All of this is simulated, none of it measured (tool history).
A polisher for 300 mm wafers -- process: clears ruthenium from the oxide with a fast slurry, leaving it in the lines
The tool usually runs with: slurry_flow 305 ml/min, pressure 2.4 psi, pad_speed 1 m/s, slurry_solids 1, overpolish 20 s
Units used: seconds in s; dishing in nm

| run | hour | slurry_flow | pressure | pad_speed | slurry_solids | overpolish | incoming thickness of the incoming film, nm | seconds | dishing |
|---|---|---|---|---|---|---|---|---|---|
| 1 | 0 | 305 | 2.4 | 1 | 1.2 | 20 | 201.1 | 50.6 | 43.6 |
| 2 | 38.8 | 305 | 2.4 | 1 | 1 | 20 | 199.7 | 55.3 | 42.6 |
|  | 40.6 | slurry nozzle cleaned |
| 3 | 93.2 | 305 | 2.4 | 1 | 1 | 20 | 198.3 | 55.4 | 43.7 |
|  | 128.7 | slurry blender recalibrated |
| 4 | 134.7 | 305 | 2.4 | 1 | 1 | 20 | 198 | 56.2 | 42.4 |
|  | 163.1 | worn pad replaced by a new one |
| 5 | 211.3 | 305 | 2 | 1 | 1 | 20 | 199 | 64.1 | 40.2 |
| 6 | 262.7 | 305 | 2 | 1 | 1 | 20 | 202.2 | 67.2 | 39.8 |
| 7 | 305.5 | 305 | 2.4 | 1 | 1 | 20 | 197.5 | 53.9 | 42.2 |
|  | 385.9 | slurry nozzle cleaned |
| 8 | 387.2 | 305 | 2.4 | 1 | 1 | 12 | 198 | 54.4 | 30.2 |
| 9 | 464.4 | 305 | 2.4 | 1 | 1 | 12 | 203 | 57.1 | 29.1 |
|  | 512.2 | worn pad replaced by a new one |
|  | 563.7 | slurry blender recalibrated |
| 10 | 571.5 | 305 | 2.4 | 1 | 1 | 12 | 200.8 | 54.4 | 31.1 |
|  | 752.9 | slurry nozzle cleaned |
| 11 | 810.4 | 305 | 2.4 | 1 | 1 | 20 | 202.2 | 57.9 | 42.7 |
|  | 834.7 | worn pad replaced by a new one |
| 12 | 902.9 | 305 | 2.4 | 0.72 | 1 | 20 | 201.4 | 75.2 | 35.4 |
| 13 | 957.5 | 245 | 2.4 | 1 | 1 | 20 | 198.6 | 57 | 42 |
|  | 963.6 | slurry blender recalibrated |
|  | 1021.7 | head pressure recalibrated |
| 14 | 1022.2 | 305 | 2.4 | 1.14 | 1 | 20 | 199.1 | 47.9 | 47.2 |
|  | 1039.3 | slurry nozzle cleaned |
| 15 | 1111.4 | 265 | 2.4 | 1 | 1 | 20 | 199 | 57.7 | 42.1 |
|  | 1132.1 | worn pad replaced by a new one |
| 16 | 1204.1 | 305 | 2.4 | 1 | 1 | 32 | 196.1 | 53.8 | 57.4 |
| 17 | 1290.5 | 305 | 2.4 | 1 | 1 | 20 | 199.3 | 56.1 | 44.6 |

Run 18, settings as shown, results not yet in. Your forecast:
|  | 1346.6 | slurry nozzle cleaned |
|  | 1348.2 | slurry blender recalibrated |
| 18 | 1375.3 | 305 | 2.4 | 1 | 1 | 20 | 200.6 | ? | ? |

seconds: 57.4 s
dishing: 42.9 nm
Had the tool carried no hidden state, the very same run would have given seconds 55 s, dishing 44.2 nm.
